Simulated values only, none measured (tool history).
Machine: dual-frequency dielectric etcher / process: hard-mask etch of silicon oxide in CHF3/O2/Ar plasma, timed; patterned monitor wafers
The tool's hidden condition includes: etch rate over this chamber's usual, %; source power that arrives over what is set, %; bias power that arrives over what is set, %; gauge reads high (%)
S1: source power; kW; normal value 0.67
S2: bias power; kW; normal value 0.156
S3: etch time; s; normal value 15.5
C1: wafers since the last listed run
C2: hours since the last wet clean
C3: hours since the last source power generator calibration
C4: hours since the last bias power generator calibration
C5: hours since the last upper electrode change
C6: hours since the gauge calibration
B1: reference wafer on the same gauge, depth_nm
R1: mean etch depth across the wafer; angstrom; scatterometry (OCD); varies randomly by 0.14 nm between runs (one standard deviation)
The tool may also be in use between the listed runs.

run,hour,S1,S2,S3,C1,C2,C3,C4,C5,C6,B1,R1
1,0,0.58,0.168,15.5,0,357.3,3831.9,2526.4,3516,49.8,30.11,308.6
2,15.2,0.67,0.156,15.5,207,372.5,3847.1,2541.6,3531.2,65,30.08,320.5
3,30.7,0.58,0.126,15.5,211,388,3862.6,2557.1,3546.7,80.5,30.1,289.9
4,40.5,0.58,0.126,15.5,133,397.8,3872.4,2566.9,3556.5,90.3,30.09,288.6
5,47.1,0.58,0.126,15.5,89,404.4,3879,2573.5,3563.1,96.9,30.08,291
6,64.8,0.67,0.165,16.5,241,422.1,3896.7,2591.2,3580.8,114.6,30.11,345.1
7,74.7,0.67,0.185,15.5,134,432,3906.6,2601.1,3590.7,124.5,30.1,331.2
8,83.3,0.67,0.185,15.5,117,440.6,3915.2,2609.7,3599.3,133.1,30.12,335.3
9,91.4,0.67,0.185,15.5,110,448.7,3923.3,2617.8,3607.4,141.2,30.08,336.6
# hour 117.9: wet clean of the chamber
# hour 154.3: upper electrode replaced
10,154.8,0.67,0.156,15.5,209,36.9,3986.7,2681.2,0.5,204.6,30.06,307.9
11,158.7,0.67,0.156,15.5,53,40.8,3990.6,2685.1,4.4,208.5,30.12,306
12,172.9,0.75,0.137,15.5,193,55,4004.8,2699.3,18.6,222.7,30.12,311
13,182.7,0.53,0.181,13.5,133,64.8,4014.6,2709.1,28.4,232.5,30.09,258.6
14,192,0.67,0.156,14.5,126,74.1,4023.9,2718.4,37.7,241.8,30.12,287.3
# hour 192.1: gauge calibrated
15,200.5,0.56,0.125,12,115,82.6,4032.4,2726.9,46.2,8.4,30.09,213.4
# hour 204.7: bias power generator calibrated
# hour 210.1: source power generator calibrated
16,214.1,0.67,0.156,15.5,76,96.2,4,9.4,59.8,22,30.08,309.2
17,230.7,0.67,0.172,18.5,226,112.8,20.6,26,76.4,38.6,30.12,377.7
18,237.5,0.83,0.131,17,92,119.6,27.4,32.8,83.2,45.4,30.12,349.3
19,261.7,0.58,0.168,17.5,329,143.8,51.6,57,107.4,69.6,30.06,338.7
20,271.3,0.8,0.137,15.5,130,153.4,61.2,66.6,117,79.2,30.12,321.7
21,289.1,0.72,0.132,15.5,242,171.2,79,84.4,134.8,97,30.11,308.8

List, for all runs, the conditions of the tool that the log does not record:
source power that arrives over what is set, %: 0 on each run
bias power that arrives over what is set, %: 0 on each run
gauge reads high (%): 0 on each run
H1: etch rate over this chamber's usual, %
run,H1
1,3.49
2,3.65
3,3.81
4,3.92
5,3.98
6,4.17
7,4.28
8,4.37
9,4.45
10,-0.194
11,-0.153
12,-0.003
13,0.101
14,0.199
15,0.289
16,0.432
17,0.608
18,0.679
19,0.935
20,1.04
21,1.22
